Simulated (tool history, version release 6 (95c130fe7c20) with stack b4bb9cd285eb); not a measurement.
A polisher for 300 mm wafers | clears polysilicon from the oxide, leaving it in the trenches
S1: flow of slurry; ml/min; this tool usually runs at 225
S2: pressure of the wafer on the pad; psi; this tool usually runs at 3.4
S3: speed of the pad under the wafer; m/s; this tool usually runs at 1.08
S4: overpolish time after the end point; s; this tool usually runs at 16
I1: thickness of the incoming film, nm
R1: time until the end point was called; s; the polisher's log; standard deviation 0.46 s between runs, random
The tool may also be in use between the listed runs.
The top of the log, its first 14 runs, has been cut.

run,day,S1,S2,S3,S4,I1,R1
# day 6.962: head pressure recalibrated
# day 7.088: worn pad replaced by a new one
15,7.250,225,3.4,1.08,16,428.9,28.0
16,7.821,225,3.4,1.08,16,430.0,28.1
17,8.417,225,3.4,0.78,16,428.6,38.3
18,8.817,175,4.1,0.80,8,437.6,34.6
19,9.250,145,3.4,0.86,16,427.8,39.0
# day 9.929: slurry nozzle cleaned
20,11.312,225,3.1,1.08,16,428.2,27.9
21,11.992,225,3.4,0.96,7,432.1,29.0
# day 12.700: worn pad replaced by a new one
22,12.721,225,3.4,1.08,11,429.0,26.4
23,13.125,290,4.4,1.44,12,429.0,15.2

Predict the results of run 24:
24,13.838,180,3.4,1.08,16,432.1,?

{"run 24": {"R1": 26.5}}
On a tool with no hidden condition, and with the same random variation, this run would have come out at R1 26.4 s.
